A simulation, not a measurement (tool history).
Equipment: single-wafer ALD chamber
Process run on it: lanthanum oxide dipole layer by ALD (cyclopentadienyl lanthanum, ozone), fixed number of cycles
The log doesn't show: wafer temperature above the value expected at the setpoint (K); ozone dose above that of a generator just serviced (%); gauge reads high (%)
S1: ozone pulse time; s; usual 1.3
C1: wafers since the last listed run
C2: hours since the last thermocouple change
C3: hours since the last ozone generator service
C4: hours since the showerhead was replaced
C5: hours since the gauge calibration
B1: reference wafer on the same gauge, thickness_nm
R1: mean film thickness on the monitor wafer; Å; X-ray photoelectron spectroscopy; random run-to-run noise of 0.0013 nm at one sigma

run 1 day=0 | S1=1.3 | C1=0 C2=1471.9 C3=1364.5 C4=5224.4 C5=399.9 | B1=0.597 | R1=4.94
run 2 day=0.296 | S1=1.12 | C1=77 C2=1479 C3=1371.6 C4=5231.5 C5=407 | B1=0.597 | R1=4.79
run 3 day=0.658 | S1=1.68 | C1=95 C2=1487.7 C3=1380.3 C4=5240.2 C5=415.7 | B1=0.597 | R1=5.15
run 4 day=1.067 | S1=1.3 | C1=107 C2=1497.5 C3=1390.1 C4=5250 C5=425.5 | B1=0.597 | R1=4.93
run 5 day=1.738 | S1=1.3 | C1=176 C2=1513.6 C3=1406.2 C4=5266.1 C5=441.6 | B1=0.597 | R1=4.92
run 6 day=2.2 | S1=1.3 | C1=121 C2=1524.7 C3=1417.3 C4=5277.2 C5=452.7 | B1=0.596 | R1=4.9
run 7 day=2.712 | S1=1.3 | C1=134 C2=1537 C3=1429.6 C4=5289.5 C5=465 | B1=0.597 | R1=4.93
run 8 day=2.983 | S1=1.7 | C1=71 C2=1543.5 C3=1436.1 C4=5296 C5=471.5 | B1=0.597 | R1=5.12
run 9 day=3.479 | S1=1.7 | C1=130 C2=1555.4 C3=1448 C4=5307.9 C5=483.4 | B1=0.598 | R1=5.13
run 10 day=4.2 | S1=1.3 | C1=189 C2=1572.7 C3=1465.3 C4=5325.2 C5=500.7 | B1=0.596 | R1=4.9
run 11 day=4.458 | S1=1.3 | C1=67 C2=1578.9 C3=1471.5 C4=5331.4 C5=506.9 | B1=0.598 | R1=4.9
run 12 day=4.825 | S1=1.3 | C1=96 C2=1587.7 C3=1480.3 C4=5340.2 C5=515.7 | B1=0.597 | R1=4.91
run 13 day=5.383 | S1=1.3 | C1=146 C2=1601.1 C3=1493.7 C4=5353.6 C5=529.1 | B1=0.597 | R1=4.91
run 14 day=5.825 | S1=0.98 | C1=115 C2=1611.7 C3=1504.3 C4=5364.2 C5=539.7 | B1=0.597 | R1=4.65
run 15 day=6.333 | S1=1.3 | C1=133 C2=1623.9 C3=1516.5 C4=5376.4 C5=551.9 | B1=0.598 | R1=4.86
run 16 day=8.092 | S1=1.59 | C1=461 C2=1666.1 C3=1558.7 C4=5418.6 C5=594.1 | B1=0.597 | R1=5.02
-- day=8.471 showerhead replaced
run 17 day=8.762 | S1=0.89 | C1=88 C2=1682.2 C3=1574.8 C4=7 C5=610.2 | B1=0.597 | R1=4.51
run 18 day=9.483 | S1=1.17 | C1=189 C2=1699.5 C3=1592.1 C4=24.3 C5=627.5 | B1=0.596 | R1=4.77
-- day=9.95 gauge calibrated
-- day=10.346 thermocouple changed; heater temperature recalibrated
run 19 day=10.367 | S1=1.49 | C1=144 C2=0.5 C3=1613.3 C4=45.5 C5=10 | B1=0.598 | R1=4.99
run 20 day=10.471 | S1=1.73 | C1=27 C2=3 C3=1615.8 C4=48 C5=12.5 | B1=0.597 | R1=5.07
run 21 day=12.229 | S1=1.3 | C1=461 C2=45.2 C3=1658 C4=90.2 C5=54.7 | B1=0.597 | R1=4.85
run 22 day=12.958 | S1=1.3 | C1=191 C2=62.7 C3=1675.5 C4=107.7 C5=72.2 | B1=0.598 | R1=4.84
-- day=14.492 ozone generator serviced
run 23 day=14.875 | S1=0.79 | C1=415 C2=108.7 C3=9.2 C4=153.7 C5=118.2 | B1=0.597 | R1=4.78
run 24 day=15.508 | S1=1.3 | C1=166 C2=123.9 C3=24.4 C4=168.9 C5=133.4 | B1=0.598 | R1=5.11
run 25 day=15.817 | S1=0.86 | C1=80 C2=131.3 C3=31.8 C4=176.3 C5=140.8 | B1=0.597 | R1=4.82
run 26 day=16.388 | S1=1.47 | C1=149 C2=145 C3=45.5 C4=190 C5=154.5 | B1=0.597 | R1=5.22
run 27 day=16.654 | S1=0.81 | C1=70 C2=151.4 C3=51.9 C4=196.4 C5=160.9 | B1=0.597 | R1=4.77
run 28 day=17.008 | S1=1.46 | C1=93 C2=159.9 C3=60.4 C4=204.9 C5=169.4 | B1=0.597 | R1=5.22
run 29 day=17.646 | S1=0.83 | C1=167 C2=175.2 C3=75.7 C4=220.2 C5=184.7 | B1=0.596 | R1=4.8
run 30 day=18.058 | S1=1.5 | C1=108 C2=185.1 C3=85.6 C4=230.1 C5=194.6 | B1=0.597 | R1=5.22
run 31 day=18.338 | S1=1.11 | C1=73 C2=191.8 C3=92.3 C4=236.8 C5=201.3 | B1=0.597 | R1=5.01
run 32 day=18.621 | S1=1.61 | C1=74 C2=198.6 C3=99.1 C4=243.6 C5=208.1 | B1=0.597 | R1=5.24
run 33 day=19.117 | S1=1.3 | C1=130 C2=210.5 C3=111 C4=255.5 C5=220 | B1=0.597 | R1=5.13
run 34 day=19.688 | S1=0.93 | C1=149 C2=224.2 C3=124.7 C4=269.2 C5=233.7 | B1=0.597 | R1=4.89

Pick out some run-to-run changes in R1. Of each, how much would a tool without hidden state show as well, from the settings, what came in and chance, and how much is left for the hidden state and any gauge scatter not in both results compared?
Run 16 -> 17: S1 1.59 -> 0.89, showerhead replaced. R1 -0.51 Å: hidden state -0.11, all else -0.4.
Run 20 -> 21: S1 1.73 -> 1.3. R1 -0.22 Å: hidden state -0.09, all else -0.13.
Run 22 -> 23: S1 1.3 -> 0.79, ozone generator serviced. R1 -0.06 Å: hidden state +0.3, all else -0.36.
Run 26 -> 27: S1 1.47 -> 0.81. R1 -0.45 Å: hidden state -0.01, all else -0.44.
Run 27 -> 28: S1 0.81 -> 1.46. R1 +0.45 Å: hidden state +0, all else +0.45.
